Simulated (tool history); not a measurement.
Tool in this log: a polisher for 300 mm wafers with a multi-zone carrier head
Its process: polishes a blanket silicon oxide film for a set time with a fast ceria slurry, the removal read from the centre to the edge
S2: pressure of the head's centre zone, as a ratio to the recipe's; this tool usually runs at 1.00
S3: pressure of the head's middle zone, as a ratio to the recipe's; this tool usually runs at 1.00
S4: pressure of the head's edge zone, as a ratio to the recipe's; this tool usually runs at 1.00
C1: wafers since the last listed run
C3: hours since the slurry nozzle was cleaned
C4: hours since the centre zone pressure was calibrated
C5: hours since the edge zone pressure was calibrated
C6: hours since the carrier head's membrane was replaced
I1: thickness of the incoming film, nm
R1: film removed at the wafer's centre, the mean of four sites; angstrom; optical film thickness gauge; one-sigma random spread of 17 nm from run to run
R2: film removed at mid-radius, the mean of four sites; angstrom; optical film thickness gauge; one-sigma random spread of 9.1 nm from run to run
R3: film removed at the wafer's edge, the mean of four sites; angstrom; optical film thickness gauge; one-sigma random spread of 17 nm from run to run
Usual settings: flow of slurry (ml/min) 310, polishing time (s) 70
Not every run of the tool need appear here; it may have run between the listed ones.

{"run": 1, "hour": 0.0, "flow of slurry (ml/min)": 310, "S2": 1.0, "S3": 1.0, "S4": 1.0, "polishing time (s)": 60, "C1": 0, "wafers polished on this pad": 6206, "C3": 540.6, "C4": 267.7, "C5": 1009.4, "C6": 940.6, "I1": 3024.6, "R1": 9984, "R2": 9875, "R3": 10106}
{"hour": 10.6, "done": "worn pad replaced by a new one"}
{"hour": 76.0, "done": "carrier head's membrane replaced by a new one"}
{"run": 2, "hour": 92.6, "flow of slurry (ml/min)": 310, "S2": 1.0, "S3": 1.0, "S4": 1.0, "polishing time (s)": 70, "C1": 1141, "wafers polished on this pad": 1051, "C3": 633.2, "C4": 360.3, "C5": 1102.0, "C6": 16.6, "I1": 3060.2, "R1": 11353, "R2": 11277, "R3": 11511}
{"hour": 154.1, "done": "slurry nozzle cleaned"}
{"run": 3, "hour": 187.0, "flow of slurry (ml/min)": 310, "S2": 0.93, "S3": 1.0, "S4": 1.0, "polishing time (s)": 77, "C1": 1274, "wafers polished on this pad": 2326, "C3": 32.9, "C4": 454.7, "C5": 1196.4, "C6": 111.0, "I1": 3072.2, "R1": 10799, "R2": 12117, "R3": 12517}
{"run": 4, "hour": 278.6, "flow of slurry (ml/min)": 310, "S2": 1.0, "S3": 1.08, "S4": 1.0, "polishing time (s)": 87, "C1": 1250, "wafers polished on this pad": 3576, "C3": 124.5, "C4": 546.3, "C5": 1288.0, "C6": 202.6, "I1": 3097.3, "R1": 13558, "R2": 14341, "R3": 13829}
{"hour": 301.1, "done": "centre zone pressure recalibrated"}
{"hour": 351.9, "done": "edge zone pressure recalibrated"}
{"run": 5, "hour": 353.2, "flow of slurry (ml/min)": 310, "S2": 1.0, "S3": 0.92, "S4": 1.0, "polishing time (s)": 70, "C1": 963, "wafers polished on this pad": 4540, "C3": 199.1, "C4": 52.1, "C5": 1.3, "C6": 277.2, "I1": 3048.4, "R1": 10309, "R2": 10026, "R3": 10888}
{"run": 6, "hour": 452.4, "flow of slurry (ml/min)": 350, "S2": 0.89, "S3": 0.88, "S4": 1.0, "polishing time (s)": 81, "C1": 1354, "wafers polished on this pad": 5894, "C3": 298.3, "C4": 151.3, "C5": 100.5, "C6": 376.4, "I1": 3069.8, "R1": 10978, "R2": 11360, "R3": 13274}
{"hour": 510.5, "done": "worn pad replaced by a new one"}
{"run": 7, "hour": 527.4, "flow of slurry (ml/min)": 230, "S2": 1.0, "S3": 0.88, "S4": 1.06, "polishing time (s)": 70, "C1": 969, "wafers polished on this pad": 231, "C3": 373.3, "C4": 226.3, "C5": 175.5, "C6": 451.4, "I1": 3052.1, "R1": 9556, "R2": 8918, "R3": 10811}
{"run": 8, "hour": 629.6, "flow of slurry (ml/min)": 310, "S2": 1.0, "S3": 0.9, "S4": 1.0, "polishing time (s)": 70, "C1": 1395, "wafers polished on this pad": 1626, "C3": 475.5, "C4": 328.5, "C5": 277.7, "C6": 553.6, "I1": 3103.6, "R1": 9951, "R2": 9670, "R3": 11001}
{"hour": 656.3, "done": "slurry nozzle cleaned, repeated, since the last time left the tool worse"}
{"hour": 820.5, "done": "centre zone pressure recalibrated"}
{"run": 9, "hour": 833.2, "flow of slurry (ml/min)": 310, "S2": 1.05, "S3": 0.91, "S4": 1.0, "polishing time (s)": 70, "C1": 2738, "wafers polished on this pad": 4364, "C3": 176.9, "C4": 12.7, "C5": 481.3, "C6": 757.2, "I1": 3040.2, "R1": 12247, "R2": 10821, "R3": 11745}
{"run": 10, "hour": 881.1, "flow of slurry (ml/min)": 310, "S2": 1.0, "S3": 1.08, "S4": 1.0, "polishing time (s)": 70, "C1": 653, "wafers polished on this pad": 5018, "C3": 224.8, "C4": 60.6, "C5": 529.2, "C6": 805.1, "I1": 3131.9, "R1": 11459, "R2": 12524, "R3": 11904}
{"hour": 1014.4, "done": "worn pad replaced by a new one"}
{"hour": 1068.0, "done": "carrier head's membrane replaced by a new one"}
{"run": 11, "hour": 1159.6, "flow of slurry (ml/min)": 350, "S2": 0.89, "S3": 0.88, "S4": 1.0, "polishing time (s)": 81, "C1": 3678, "wafers polished on this pad": 1913, "C3": 503.3, "C4": 339.1, "C5": 807.7, "C6": 91.6, "I1": 3064.6, "R1": 11998, "R2": 12279, "R3": 13621}
{"run": 12, "hour": 1209.9, "flow of slurry (ml/min)": 310, "S2": 1.0, "S3": 1.0, "S4": 1.0, "polishing time (s)": 70, "C1": 686, "wafers polished on this pad": 2600, "C3": 553.6, "C4": 389.4, "C5": 858.0, "C6": 141.9, "I1": 3033.9, "R1": 11482, "R2": 11311, "R3": 11703}

Expected results for the next run?
{"hour": 1243.8, "done": "slurry nozzle cleaned"}
{"run": 13, "hour": 1275.1, "flow of slurry (ml/min)": 390, "S2": 1.0, "S3": 1.0, "S4": 1.0, "polishing time (s)": 47, "C1": 876, "wafers polished on this pad": 3476, "C3": 31.3, "C4": 454.6, "C5": 923.2, "C6": 207.1, "I1": 3065.1, "R1": "?", "R2": "?", "R3": "?"}

{"run 13": {"R1": 7989, "R2": 8139, "R3": 8198}}
Take away the tool's hidden state, keep the run-to-run variation as it was, and the same run would have given R1 7996 angstrom, R2 8145 angstrom, R3 8203 angstrom.
